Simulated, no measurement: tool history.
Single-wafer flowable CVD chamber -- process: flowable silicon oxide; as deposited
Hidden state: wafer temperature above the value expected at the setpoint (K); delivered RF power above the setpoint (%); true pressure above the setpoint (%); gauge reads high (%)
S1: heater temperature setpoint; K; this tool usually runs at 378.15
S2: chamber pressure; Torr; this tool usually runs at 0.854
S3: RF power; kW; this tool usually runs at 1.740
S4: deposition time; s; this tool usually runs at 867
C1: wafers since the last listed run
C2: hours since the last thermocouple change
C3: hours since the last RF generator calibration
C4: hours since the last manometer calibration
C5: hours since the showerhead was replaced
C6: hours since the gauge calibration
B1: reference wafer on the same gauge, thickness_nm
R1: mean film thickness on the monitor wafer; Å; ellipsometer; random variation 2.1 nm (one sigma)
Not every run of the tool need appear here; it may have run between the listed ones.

Run 1, hour 0.0: usual settings but S4 945 s; C1 0; C2 1240.2; C3 810.2; C4 384.8; C5 5849.5; C6 806.0; B1 403.089. Result: R1 5147.83 Å.
Run 2, hour 90.8: usual settings; C1 225; C2 1331.0; C3 901.0; C4 475.6; C5 5940.3; C6 896.8; B1 402.967. Result: R1 4744.84 Å.
Run 3, hour 131.9: usual settings; C1 101; C2 1372.1; C3 942.1; C4 516.7; C5 5981.4; C6 937.9; B1 402.773. Result: R1 4746.38 Å.
Run 4, hour 200.0: usual settings; C1 168; C2 1440.2; C3 1010.2; C4 584.8; C5 6049.5; C6 1006.0; B1 402.672. Result: R1 4735.32 Å.
Run 5, hour 279.2: usual settings; C1 196; C2 1519.4; C3 1089.4; C4 664.0; C5 6128.7; C6 1085.2; B1 402.985. Result: R1 4723.55 Å.
At hour 355.0: gauge calibrated.
Run 6, hour 375.8: usual settings; C1 239; C2 1616.0; C3 1186.0; C4 760.6; C5 6225.3; C6 20.8; B1 403.363. Result: R1 4665.98 Å.
Run 7, hour 429.4: usual settings; C1 133; C2 1669.6; C3 1239.6; C4 814.2; C5 6278.9; C6 74.4; B1 403.004. Result: R1 4727.00 Å.
Run 8, hour 492.2: usual settings but S1 367.15 K, S2 0.811 Torr; C1 155; C2 1732.4; C3 1302.4; C4 877.0; C5 6341.7; C6 137.2; B1 403.103. Result: R1 6135.56 Å.
Run 9, hour 553.5: usual settings; C1 152; C2 1793.7; C3 1363.7; C4 938.3; C5 6403.0; C6 198.5; B1 403.004. Result: R1 4649.76 Å.
Run 10, hour 625.1: usual settings; C1 177; C2 1865.3; C3 1435.3; C4 1009.9; C5 6474.6; C6 270.1; B1 403.255. Result: R1 4626.27 Å.
At hour 672.4: showerhead replaced.
Run 11, hour 711.7: usual settings; C1 195; C2 1951.9; C3 1521.9; C4 1096.5; C5 39.3; C6 356.7; B1 402.597. Result: R1 4643.81 Å.
At hour 772.7: RF generator calibrated.
Run 12, hour 773.2: usual settings but S4 924 s; C1 132; C2 2013.4; C3 0.5; C4 1158.0; C5 100.8; C6 418.2; B1 402.875. Result: R1 4908.44 Å.
Run 13, hour 831.5: usual settings but S2 0.923 Torr, S3 1.415 kW; C1 144; C2 2071.7; C3 58.8; C4 1216.3; C5 159.1; C6 476.5; B1 402.967. Result: R1 4519.72 Å.
Run 14, hour 878.9: usual settings; C1 117; C2 2119.1; C3 106.2; C4 1263.7; C5 206.5; C6 523.9; B1 403.105. Result: R1 4588.84 Å.
Run 15, hour 956.4: usual settings but S1 373.15 K; C1 192; C2 2196.6; C3 183.7; C4 1341.2; C5 284.0; C6 601.4; B1 403.329. Result: R1 5297.76 Å.
At hour 1010.4: capacitance manometer re-zeroed and calibrated.
At hour 1017.2: thermocouple changed; heater temperature recalibrated.
Run 16, hour 1037.2: usual settings but S1 389.15 K, S2 0.759 Torr; C1 163; C2 20.0; C3 264.5; C4 26.8; C5 364.8; C6 682.2; B1 402.757. Result: R1 3060.88 Å.
Run 17, hour 1135.0: usual settings but S1 367.15 K, S2 0.811 Torr; C1 242; C2 117.8; C3 362.3; C4 124.6; C5 462.6; C6 780.0; B1 402.926. Result: R1 6133.96 Å.
Run 18, hour 1238.4: usual settings but S3 1.620 kW, S4 768 s; C1 256; C2 221.2; C3 465.7; C4 228.0; C5 566.0; C6 883.4; B1 402.831. Result: R1 4012.55 Å.
Run 19, hour 1328.1: usual settings but S4 822 s; C1 222; C2 310.9; C3 555.4; C4 317.7; C5 655.7; C6 973.1; B1 403.181. Result: R1 4438.31 Å.
Run 20, hour 1406.0: usual settings but S4 765 s; C1 193; C2 388.8; C3 633.3; C4 395.6; C5 733.6; C6 1051.0; B1 402.641. Result: R1 4142.20 Å.
At hour 1500.8: gauge calibrated.
Run 21, hour 1681.6: usual settings but S1 370.15 K, S2 0.915 Torr; C1 683; C2 664.4; C3 908.9; C4 671.2; C5 1009.2; C6 180.8; B1 402.862. Result: R1 6262.80 Å.
Run 22, hour 1777.7: usual settings but S1 390.15 K, S4 717 s; C1 238; C2 760.5; C3 1005.0; C4 767.3; C5 1105.3; C6 276.9; B1 403.117. Result: R1 2744.47 Å.
Run 23, hour 1870.6: usual settings but S1 385.15 K, S3 1.455 kW, S4 1012 s; C1 230; C2 853.4; C3 1097.9; C4 860.2; C5 1198.2; C6 369.8; B1 403.165. Result: R1 4060.91 Å.
Run 24, hour 1927.8: usual settings; C1 141; C2 910.6; C3 1155.1; C4 917.4; C5 1255.4; C6 427.0; B1 402.787. Result: R1 4601.53 Å.

A few steps of R1 between consecutive runs. Split each: what settings, incoming material and random variation would produce without the hidden state, and what is left over for the hidden state, along with gauge scatter present in only one of the two compared results (measured, and without hidden state):
Run 15 -> 16: S1 373.15 -> 389.15, S2 0.854 -> 0.759, capacitance manometer re-zeroed and calibrated, thermocouple changed; heater temperature recalibrated. R1 -2236.88 Å: hidden state +142.80, all else -2379.68.
Run 16 -> 17: S1 389.15 -> 367.15, S2 0.759 -> 0.811. R1 +3073.08 Å: hidden state -6.72, all else +3079.80.
Run 20 -> 21: S1 378.15 -> 370.15, S2 0.854 -> 0.915, S4 765 -> 867, gauge calibrated. R1 +2120.60 Å: hidden state -51.15, all else +2171.75.
Run 21 -> 22: S1 370.15 -> 390.15, S2 0.915 -> 0.854, S4 867 -> 717. R1 -3518.33 Å: hidden state +30.14, all else -3548.47.

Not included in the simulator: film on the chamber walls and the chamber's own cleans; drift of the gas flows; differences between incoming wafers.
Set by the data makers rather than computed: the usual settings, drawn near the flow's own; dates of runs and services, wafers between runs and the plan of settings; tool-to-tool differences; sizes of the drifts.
